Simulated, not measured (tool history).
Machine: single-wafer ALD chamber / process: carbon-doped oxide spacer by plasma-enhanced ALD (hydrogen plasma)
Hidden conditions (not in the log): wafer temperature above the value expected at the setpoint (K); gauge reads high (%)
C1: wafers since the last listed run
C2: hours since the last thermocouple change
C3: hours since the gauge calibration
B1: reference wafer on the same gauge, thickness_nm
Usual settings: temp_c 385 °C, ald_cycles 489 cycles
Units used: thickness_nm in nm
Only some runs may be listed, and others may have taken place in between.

{"run": 1, "hour": 0.0, "temp_c": 385, "ald_cycles": 489, "C1": 0, "C2": 707.2, "C3": 88.6, "B1": 22.302, "thickness_nm": 23.962}
{"run": 2, "hour": 9.7, "temp_c": 385, "ald_cycles": 489, "C1": 8, "C2": 716.9, "C3": 98.3, "B1": 22.297, "thickness_nm": 24.028}
{"run": 3, "hour": 24.2, "temp_c": 385, "ald_cycles": 489, "C1": 12, "C2": 731.4, "C3": 112.8, "B1": 22.306, "thickness_nm": 24.059}
{"run": 4, "hour": 42.0, "temp_c": 385, "ald_cycles": 489, "C1": 15, "C2": 749.2, "C3": 130.6, "B1": 22.284, "thickness_nm": 24.165}
{"run": 5, "hour": 57.0, "temp_c": 376, "ald_cycles": 489, "C1": 13, "C2": 764.2, "C3": 145.6, "B1": 22.299, "thickness_nm": 24.036}
{"run": 6, "hour": 64.6, "temp_c": 376, "ald_cycles": 489, "C1": 6, "C2": 771.8, "C3": 153.2, "B1": 22.304, "thickness_nm": 24.043}
{"hour": 67.9, "done": "gauge calibrated"}
{"run": 7, "hour": 71.2, "temp_c": 376, "ald_cycles": 489, "C1": 5, "C2": 778.4, "C3": 3.3, "B1": 22.303, "thickness_nm": 24.14}
{"run": 8, "hour": 82.5, "temp_c": 381, "ald_cycles": 489, "C1": 9, "C2": 789.7, "C3": 14.6, "B1": 22.309, "thickness_nm": 23.965}
{"run": 9, "hour": 98.2, "temp_c": 381, "ald_cycles": 489, "C1": 13, "C2": 805.4, "C3": 30.3, "B1": 22.31, "thickness_nm": 24.043}
{"run": 10, "hour": 106.4, "temp_c": 381, "ald_cycles": 489, "C1": 7, "C2": 813.6, "C3": 38.5, "B1": 22.292, "thickness_nm": 24.032}
{"run": 11, "hour": 114.3, "temp_c": 385, "ald_cycles": 489, "C1": 6, "C2": 821.5, "C3": 46.4, "B1": 22.303, "thickness_nm": 23.996}
{"run": 12, "hour": 130.6, "temp_c": 391, "ald_cycles": 562, "C1": 14, "C2": 837.8, "C3": 62.7, "B1": 22.282, "thickness_nm": 27.598}
{"run": 13, "hour": 145.2, "temp_c": 385, "ald_cycles": 489, "C1": 12, "C2": 852.4, "C3": 77.3, "B1": 22.305, "thickness_nm": 24.145}
{"hour": 153.7, "done": "thermocouple changed; heater temperature recalibrated"}
{"run": 14, "hour": 158.3, "temp_c": 378, "ald_cycles": 397, "C1": 4, "C2": 4.6, "C3": 90.4, "B1": 22.287, "thickness_nm": 19.534}
{"run": 15, "hour": 167.6, "temp_c": 385, "ald_cycles": 449, "C1": 8, "C2": 13.9, "C3": 99.7, "B1": 22.315, "thickness_nm": 22.027}
{"run": 16, "hour": 176.0, "temp_c": 379, "ald_cycles": 559, "C1": 7, "C2": 22.3, "C3": 108.1, "B1": 22.307, "thickness_nm": 27.518}
{"run": 17, "hour": 187.6, "temp_c": 391, "ald_cycles": 522, "C1": 10, "C2": 33.9, "C3": 119.7, "B1": 22.302, "thickness_nm": 25.579}
{"hour": 191.8, "done": "gauge calibrated"}
{"run": 18, "hour": 202.3, "temp_c": 385, "ald_cycles": 462, "C1": 12, "C2": 48.6, "C3": 10.5, "B1": 22.294, "thickness_nm": 22.618}
{"run": 19, "hour": 220.0, "temp_c": 374, "ald_cycles": 405, "C1": 15, "C2": 66.3, "C3": 28.2, "B1": 22.302, "thickness_nm": 19.818}
{"run": 20, "hour": 231.0, "temp_c": 385, "ald_cycles": 489, "C1": 9, "C2": 77.3, "C3": 39.2, "B1": 22.298, "thickness_nm": 24.123}
{"run": 21, "hour": 244.4, "temp_c": 378, "ald_cycles": 453, "C1": 11, "C2": 90.7, "C3": 52.6, "B1": 22.317, "thickness_nm": 22.29}
{"run": 22, "hour": 253.8, "temp_c": 380, "ald_cycles": 436, "C1": 8, "C2": 100.1, "C3": 62, "B1": 22.312, "thickness_nm": 21.389}
{"run": 23, "hour": 268.9, "temp_c": 385, "ald_cycles": 449, "C1": 13, "C2": 115.2, "C3": 77.1, "B1": 22.315, "thickness_nm": 22.118}

3 options for the next run, each taken on its own from the tool as it stands now. Forecast them:
{"run": "A", "hour": 270.0, "temp_c": 378, "ald_cycles": 489, "C1": 0, "C2": 116.3, "C3": 78.2, "B1": "?", "thickness_nm": "?"}
{"run": "B", "hour": 270.0, "temp_c": 385, "ald_cycles": 459, "C1": 0, "C2": 116.3, "C3": 78.2, "B1": "?", "thickness_nm": "?"}
{"run": "C", "hour": 270.0, "temp_c": 374, "ald_cycles": 580, "C1": 0, "C2": 116.3, "C3": 78.2, "B1": "?", "thickness_nm": "?"}

run=A B1=22.308 thickness_nm=23.978
run=B B1=22.308 thickness_nm=22.507
run=C B1=22.308 thickness_nm=28.44
The same runs, with their run-to-run variation unchanged, on a tool lacking any hidden condition would have given:
run=A thickness_nm=23.978
run=B thickness_nm=22.507
run=C thickness_nm=28.44
